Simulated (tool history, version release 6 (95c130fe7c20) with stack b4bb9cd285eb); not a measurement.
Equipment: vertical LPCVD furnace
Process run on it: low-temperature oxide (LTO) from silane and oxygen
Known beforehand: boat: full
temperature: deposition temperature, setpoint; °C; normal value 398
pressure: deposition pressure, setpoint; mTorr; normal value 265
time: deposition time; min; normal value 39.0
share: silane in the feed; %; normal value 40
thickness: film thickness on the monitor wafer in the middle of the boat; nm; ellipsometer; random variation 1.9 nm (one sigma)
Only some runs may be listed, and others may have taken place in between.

run,hour,temperature,pressure,time,share,wafers since the last listed run,hours since the last temperature calibration,hours since the pressure gauge was zeroed,hours since the silane flow controller was replaced,hours since the gauge calibration,"read-back reference wafer on the same gauge, thickness",thickness
1,0.0,398,265,39.0,40,0,2408.3,3570.6,3657.5,806.7,398.23,367.20
2,15.3,398,265,39.0,40,134,2423.6,3585.9,3672.8,822.0,398.53,368.96
3,29.2,398,265,39.0,40,122,2437.5,3599.8,3686.7,835.9,398.77,370.95
# hour 58.9: pressure gauge zeroed
4,59.4,398,265,39.0,45,54,2467.7,0.5,3716.9,866.1,398.64,426.50
# hour 63.6: gauge calibrated
5,65.4,398,265,39.0,37,52,2473.7,6.5,3722.9,1.8,409.98,348.77
6,97.8,398,265,39.0,37,285,2506.1,38.9,3755.3,34.2,408.84,345.53
7,129.8,398,265,39.0,37,281,2538.1,70.9,3787.3,66.2,407.01,343.49
# hour 228.3: thermocouples replaced and temperature profile calibrated
8,236.5,392,265,39.0,40,728,8.2,177.6,3894.0,172.9,403.58,350.07
9,266.3,392,265,39.0,40,262,38.0,207.4,3923.8,202.7,402.81,349.64
10,281.8,392,265,39.0,40,136,53.5,222.9,3939.3,218.2,402.45,349.32
11,308.5,398,265,39.0,40,235,80.2,249.6,3966.0,244.9,401.70,372.74
12,325.7,398,265,39.0,43,151,97.4,266.8,3983.2,262.1,401.59,402.12
13,346.6,398,325,39.0,37,184,118.3,287.7,4004.1,283.0,401.13,411.31
14,379.0,398,265,39.0,40,285,150.7,320.1,4036.5,315.4,400.54,373.38
15,397.3,398,265,39.0,40,161,169.0,338.4,4054.8,333.7,400.42,373.14
# hour 425.5: silane flow controller replaced
16,433.0,386,265,44.0,45,103,204.7,374.1,7.5,369.4,399.96,415.92
17,459.0,398,265,39.0,40,228,230.7,400.1,33.5,395.4,399.66,370.59
18,476.6,398,265,39.0,48,154,248.3,417.7,51.1,413.0,398.75,444.39
19,507.2,398,265,39.0,40,269,278.9,448.3,81.7,443.6,399.36,370.79
20,538.3,398,265,39.0,40,273,310.0,479.4,112.8,474.7,398.84,368.90
21,570.9,398,265,47.5,40,287,342.6,512.0,145.4,507.3,398.68,449.91
22,583.3,398,225,39.0,37,109,355.0,524.4,157.8,519.7,398.62,283.48
23,595.6,398,265,39.0,40,108,367.3,536.7,170.1,532.0,398.41,367.66
24,618.7,398,285,39.0,40,203,390.4,559.8,193.2,555.1,398.22,402.28
25,654.2,409,240,39.0,45,312,425.9,595.3,228.7,590.6,397.96,430.91
26,670.7,404,330,27.0,40,145,442.4,611.8,245.2,607.1,397.75,341.10
27,700.9,398,265,39.0,40,265,472.6,642.0,275.4,637.3,398.01,369.45
28,723.3,409,230,28.0,43,197,495.0,664.4,297.8,659.7,397.91,280.16
29,749.8,398,240,48.0,40,233,521.5,690.9,324.3,686.2,397.76,414.38
30,762.8,398,310,48.5,37,114,534.5,703.9,337.3,699.2,397.53,488.89
31,791.7,390,315,39.0,40,254,563.4,732.8,366.2,728.1,397.60,401.40
32,809.3,402,300,39.0,40,154,581.0,750.4,383.8,745.7,397.36,437.46

Subtracting, for every run, the result it would have given without the tool's unlogged condition from the measured result gives the following. The same run-to-run variation enters both numbers; the gauge's scatter may not:
What the log doesn't record here: true tube temperature minus thermocouple reading, K; true pressure minus gauge reading, mTorr; deviation of the silane flow from its setpoint, %; gauge reads high (%).
run,thickness
1,-10.74
2,-10.83
3,-10.91
4,-12.60
5,+0.01
6,-1.31
7,-2.46
8,-5.54
9,-6.19
10,-6.50
11,-7.46
12,-8.39
13,-8.96
14,-8.63
15,-8.88
16,-10.40
17,-9.55
18,-11.67
19,-10.01
20,-10.21
21,-12.74
22,-8.10
23,-10.58
24,-11.72
25,-12.77
26,-10.18
27,-11.16
28,-8.53
29,-12.72
30,-15.06
31,-12.46
32,-13.64
